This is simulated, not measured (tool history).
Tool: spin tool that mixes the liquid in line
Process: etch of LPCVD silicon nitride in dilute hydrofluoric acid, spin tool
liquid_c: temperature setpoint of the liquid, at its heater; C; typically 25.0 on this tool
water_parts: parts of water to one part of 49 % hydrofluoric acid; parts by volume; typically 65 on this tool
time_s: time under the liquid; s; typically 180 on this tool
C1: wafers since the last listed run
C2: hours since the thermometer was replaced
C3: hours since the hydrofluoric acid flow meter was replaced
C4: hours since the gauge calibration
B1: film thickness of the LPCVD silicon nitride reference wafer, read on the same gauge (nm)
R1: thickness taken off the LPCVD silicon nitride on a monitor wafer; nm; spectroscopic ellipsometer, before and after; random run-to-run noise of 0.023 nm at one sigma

run 1 hour=0.0 | liquid_c=25.0 water_parts=65 time_s=180 | C1=0 C2=1509.0 C3=680.2 C4=238.8 | B1=49.987 | R1=1.407
run 2 hour=18.4 | liquid_c=29.0 water_parts=65 time_s=180 | C1=88 C2=1527.4 C3=698.6 C4=257.2 | B1=49.998 | R1=1.738
run 3 hour=38.5 | liquid_c=29.0 water_parts=65 time_s=180 | C1=96 C2=1547.5 C3=718.7 C4=277.3 | B1=49.996 | R1=1.809
run 4 hour=57.6 | liquid_c=29.0 water_parts=65 time_s=180 | C1=92 C2=1566.6 C3=737.8 C4=296.4 | B1=50.001 | R1=1.884
run 5 hour=76.6 | liquid_c=25.0 water_parts=65 time_s=180 | C1=91 C2=1585.6 C3=756.8 C4=315.4 | B1=49.998 | R1=1.400
run 6 hour=92.0 | liquid_c=25.0 water_parts=65 time_s=180 | C1=74 C2=1601.0 C3=772.2 C4=330.8 | B1=49.999 | R1=1.415
run 7 hour=111.9 | liquid_c=25.0 water_parts=65 time_s=180 | C1=96 C2=1620.9 C3=792.1 C4=350.7 | B1=50.010 | R1=1.417
run 8 hour=125.5 | liquid_c=25.0 water_parts=65 time_s=180 | C1=65 C2=1634.5 C3=805.7 C4=364.3 | B1=50.012 | R1=1.419
run 9 hour=139.6 | liquid_c=25.0 water_parts=65 time_s=180 | C1=68 C2=1648.6 C3=819.8 C4=378.4 | B1=50.009 | R1=1.363
run 10 hour=168.3 | liquid_c=25.0 water_parts=65 time_s=180 | C1=138 C2=1677.3 C3=848.5 C4=407.1 | B1=50.014 | R1=1.422
run 11 hour=183.4 | liquid_c=25.0 water_parts=65 time_s=180 | C1=72 C2=1692.4 C3=863.6 C4=422.2 | B1=49.986 | R1=1.414
run 12 hour=200.5 | liquid_c=25.0 water_parts=65 time_s=135 | C1=82 C2=1709.5 C3=880.7 C4=439.3 | B1=50.002 | R1=1.014
run 13 hour=235.7 | liquid_c=25.0 water_parts=65 time_s=135 | C1=169 C2=1744.7 C3=915.9 C4=474.5 | B1=49.991 | R1=1.064
run 14 hour=259.9 | liquid_c=25.0 water_parts=75 time_s=180 | C1=116 C2=1768.9 C3=940.1 C4=498.7 | B1=50.003 | R1=1.223
-- hour=279.0 hydrofluoric acid flow meter replaced
run 15 hour=293.6 | liquid_c=25.0 water_parts=65 time_s=180 | C1=157 C2=1802.6 C3=14.6 C4=532.4 | B1=49.995 | R1=1.310
run 16 hour=323.5 | liquid_c=28.0 water_parts=40 time_s=180 | C1=144 C2=1832.5 C3=44.5 C4=562.3 | B1=49.986 | R1=2.625
-- hour=327.1 gauge calibrated
run 17 hour=358.3 | liquid_c=25.0 water_parts=65 time_s=180 | C1=167 C2=1867.3 C3=79.3 C4=31.2 | B1=50.009 | R1=1.301
run 18 hour=381.9 | liquid_c=25.0 water_parts=50 time_s=85 | C1=113 C2=1890.9 C3=102.9 C4=54.8 | B1=50.016 | R1=0.835
run 19 hour=411.6 | liquid_c=25.0 water_parts=65 time_s=250 | C1=143 C2=1920.6 C3=132.6 C4=84.5 | B1=49.998 | R1=1.845
run 20 hour=436.2 | liquid_c=25.0 water_parts=85 time_s=140 | C1=118 C2=1945.2 C3=157.2 C4=109.1 | B1=49.992 | R1=0.787
run 21 hour=494.3 | liquid_c=29.0 water_parts=55 time_s=255 | C1=280 C2=2003.3 C3=215.3 C4=167.2 | B1=50.009 | R1=2.890
run 22 hour=510.8 | liquid_c=25.0 water_parts=65 time_s=270 | C1=79 C2=2019.8 C3=231.8 C4=183.7 | B1=49.985 | R1=1.992
run 23 hour=524.2 | liquid_c=25.0 water_parts=75 time_s=95 | C1=64 C2=2033.2 C3=245.2 C4=197.1 | B1=50.002 | R1=0.624
-- hour=545.6 thermometer replaced
run 24 hour=553.2 | liquid_c=25.0 water_parts=65 time_s=180 | C1=135 C2=7.6 C3=274.2 C4=226.1 | B1=50.006 | R1=1.307
run 25 hour=568.7 | liquid_c=22.0 water_parts=55 time_s=180 | C1=74 C2=23.1 C3=289.7 C4=241.6 | B1=49.989 | R1=1.290
run 26 hour=585.5 | liquid_c=20.5 water_parts=80 time_s=265 | C1=81 C2=39.9 C3=306.5 C4=258.4 | B1=50.015 | R1=1.196
run 27 hour=609.1 | liquid_c=20.0 water_parts=40 time_s=180 | C1=113 C2=63.5 C3=330.1 C4=282.0 | B1=49.984 | R1=1.550
run 28 hour=641.7 | liquid_c=20.5 water_parts=95 time_s=255 | C1=157 C2=96.1 C3=362.7 C4=314.6 | B1=49.993 | R1=0.975
run 29 hour=666.5 | liquid_c=25.0 water_parts=65 time_s=180 | C1=119 C2=120.9 C3=387.5 C4=339.4 | B1=50.006 | R1=1.337
run 30 hour=685.4 | liquid_c=28.0 water_parts=65 time_s=215 | C1=91 C2=139.8 C3=406.4 C4=358.3 | B1=50.005 | R1=1.982
run 31 hour=718.1 | liquid_c=25.0 water_parts=65 time_s=115 | C1=157 C2=172.5 C3=439.1 C4=391.0 | B1=49.997 | R1=0.852
run 32 hour=742.8 | liquid_c=25.0 water_parts=65 time_s=180 | C1=119 C2=197.2 C3=463.8 C4=415.7 | B1=50.012 | R1=1.362
run 33 hour=754.8 | liquid_c=25.0 water_parts=65 time_s=180 | C1=57 C2=209.2 C3=475.8 C4=427.7 | B1=50.009 | R1=1.361

Branching from run 33: 4 alternative next runs. What would each branch give?
run A hour=755.3 | liquid_c=25.0 water_parts=65 time_s=180 | C1=2 C2=209.7 C3=476.3 C4=428.2 | B1=? | R1=?
run B hour=755.3 | liquid_c=28.0 water_parts=95 time_s=180 | C1=2 C2=209.7 C3=476.3 C4=428.2 | B1=? | R1=?
run C hour=755.3 | liquid_c=29.0 water_parts=50 time_s=250 | C1=2 C2=209.7 C3=476.3 C4=428.2 | B1=? | R1=?
run D hour=755.3 | liquid_c=22.5 water_parts=65 time_s=180 | C1=2 C2=209.7 C3=476.3 C4=428.2 | B1=? | R1=?

run=A B1=49.983 R1=1.344
run=B B1=49.983 R1=1.123
run=C B1=49.983 R1=3.146
run=D B1=49.983 R1=1.136
Without the tool's unlogged condition, the same runs would have read:
run=A R1=1.262
run=B R1=1.053
run=C R1=2.952
run=D R1=1.067
